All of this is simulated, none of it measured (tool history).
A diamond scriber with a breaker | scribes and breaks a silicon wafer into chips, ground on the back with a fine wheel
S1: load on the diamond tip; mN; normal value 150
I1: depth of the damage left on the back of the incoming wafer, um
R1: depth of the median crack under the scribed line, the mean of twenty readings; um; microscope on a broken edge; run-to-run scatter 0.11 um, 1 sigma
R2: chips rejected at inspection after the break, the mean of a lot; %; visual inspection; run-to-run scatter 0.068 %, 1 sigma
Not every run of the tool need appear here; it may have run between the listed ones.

{"run": 1, "hour": 0.0, "S1": 182, "I1": 1.76, "R1": 13.9, "R2": 1.69}
{"run": 2, "hour": 26.5, "S1": 131, "I1": 3.0, "R1": 11.53, "R2": 4.3}
{"run": 3, "hour": 42.3, "S1": 131, "I1": 2.13, "R1": 11.5, "R2": 3.51}
{"run": 4, "hour": 69.6, "S1": 150, "I1": 1.85, "R1": 12.32, "R2": 2.43}
{"run": 5, "hour": 95.0, "S1": 150, "I1": 1.66, "R1": 12.2, "R2": 2.3}
{"run": 6, "hour": 112.0, "S1": 150, "I1": 1.96, "R1": 12.21, "R2": 2.35}
{"run": 7, "hour": 124.6, "S1": 150, "I1": 2.31, "R1": 12.32, "R2": 2.65}
{"run": 8, "hour": 145.6, "S1": 150, "I1": 2.72, "R1": 12.05, "R2": 2.86}
{"run": 9, "hour": 172.5, "S1": 150, "I1": 2.11, "R1": 12.19, "R2": 2.72}
{"run": 10, "hour": 205.6, "S1": 150, "I1": 2.68, "R1": 12.06, "R2": 3.08}
{"run": 11, "hour": 240.1, "S1": 128, "I1": 1.8, "R1": 11.18, "R2": 4.15}
{"hour": 269.4, "done": "load on the tip recalibrated"}
{"run": 12, "hour": 272.3, "S1": 167, "I1": 2.95, "R1": 13.79, "R2": 2.38}
{"run": 13, "hour": 285.0, "S1": 167, "I1": 1.53, "R1": 14.06, "R2": 1.85}
{"run": 14, "hour": 319.5, "S1": 167, "I1": 2.5, "R1": 13.93, "R2": 2.4}
{"run": 15, "hour": 408.2, "S1": 150, "I1": 2.47, "R1": 13.08, "R2": 2.03}
{"run": 16, "hour": 433.9, "S1": 150, "I1": 2.0, "R1": 13.07, "R2": 1.87}
{"run": 17, "hour": 454.7, "S1": 150, "I1": 1.65, "R1": 13.12, "R2": 1.83}
{"hour": 460.1, "done": "diamond tip replaced by a new one"}
{"run": 18, "hour": 489.4, "S1": 150, "I1": 2.9, "R1": 13.16, "R2": 2.39}
{"run": 19, "hour": 502.8, "S1": 150, "I1": 1.81, "R1": 12.99, "R2": 1.75}
{"run": 20, "hour": 516.6, "S1": 118, "I1": 1.52, "R1": 11.53, "R2": 3.1}
{"run": 21, "hour": 537.6, "S1": 131, "I1": 2.9, "R1": 12.11, "R2": 3.24}
{"run": 22, "hour": 554.7, "S1": 150, "I1": 2.98, "R1": 13.06, "R2": 2.64}
{"run": 23, "hour": 572.9, "S1": 150, "I1": 1.8, "R1": 13.02, "R2": 1.78}
{"run": 24, "hour": 591.4, "S1": 127, "I1": 2.15, "R1": 11.92, "R2": 2.82}
{"run": 25, "hour": 619.3, "S1": 150, "I1": 1.65, "R1": 13.1, "R2": 1.77}
{"run": 26, "hour": 642.4, "S1": 137, "I1": 1.85, "R1": 12.21, "R2": 2.2}
{"run": 27, "hour": 662.3, "S1": 150, "I1": 2.88, "R1": 12.89, "R2": 2.46}
{"run": 28, "hour": 683.7, "S1": 192, "I1": 1.89, "R1": 14.54, "R2": 2.66}
{"run": 29, "hour": 696.4, "S1": 162, "I1": 2.34, "R1": 13.39, "R2": 1.95}
{"run": 30, "hour": 720.9, "S1": 188, "I1": 2.08, "R1": 14.55, "R2": 2.42}
{"run": 31, "hour": 733.0, "S1": 134, "I1": 2.11, "R1": 12.01, "R2": 2.6}
{"run": 32, "hour": 749.0, "S1": 109, "I1": 1.99, "R1": 11.08, "R2": 4.82}
{"run": 33, "hour": 775.8, "S1": 166, "I1": 2.52, "R1": 13.39, "R2": 2.11}
{"run": 34, "hour": 803.2, "S1": 132, "I1": 2.76, "R1": 11.93, "R2": 3.22}
{"run": 35, "hour": 830.9, "S1": 189, "I1": 1.96, "R1": 14.29, "R2": 2.22}
{"run": 36, "hour": 844.8, "S1": 187, "I1": 2.22, "R1": 14.15, "R2": 2.19}
{"run": 37, "hour": 889.0, "S1": 133, "I1": 2.48, "R1": 11.86, "R2": 3.01}
{"run": 38, "hour": 914.1, "S1": 120, "I1": 2.14, "R1": 11.35, "R2": 3.98}
{"run": 39, "hour": 937.4, "S1": 125, "I1": 2.81, "R1": 11.52, "R2": 4.23}
{"run": 40, "hour": 965.1, "S1": 150, "I1": 1.76, "R1": 12.69, "R2": 2.03}
{"run": 41, "hour": 1028.1, "S1": 135, "I1": 1.95, "R1": 11.91, "R2": 2.81}
{"run": 42, "hour": 1054.9, "S1": 132, "I1": 1.75, "R1": 11.73, "R2": 2.99}
{"hour": 1057.8, "done": "diamond tip replaced by a new one"}
{"run": 43, "hour": 1086.5, "S1": 178, "I1": 2.44, "R1": 13.69, "R2": 2.04}

Alternative continuations, all from the tool just after run 43; predict every row:
{"run": "A", "hour": 1087.1, "S1": 150, "I1": 1.88, "R1": "?", "R2": "?"}
{"run": "B", "hour": 1087.1, "S1": 173, "I1": 1.88, "R1": "?", "R2": "?"}
{"run": "C", "hour": 1087.1, "S1": 181, "I1": 1.88, "R1": "?", "R2": "?"}

run=A R1=12.36 R2=2.06
run=B R1=13.30 R2=1.79
run=C R1=13.62 R2=1.89
What these runs would have given with no unlogged condition in the tool:
run=A R1=13.07 R2=1.77
run=B R1=14.07 R2=2.17
run=C R1=14.41 R2=2.48

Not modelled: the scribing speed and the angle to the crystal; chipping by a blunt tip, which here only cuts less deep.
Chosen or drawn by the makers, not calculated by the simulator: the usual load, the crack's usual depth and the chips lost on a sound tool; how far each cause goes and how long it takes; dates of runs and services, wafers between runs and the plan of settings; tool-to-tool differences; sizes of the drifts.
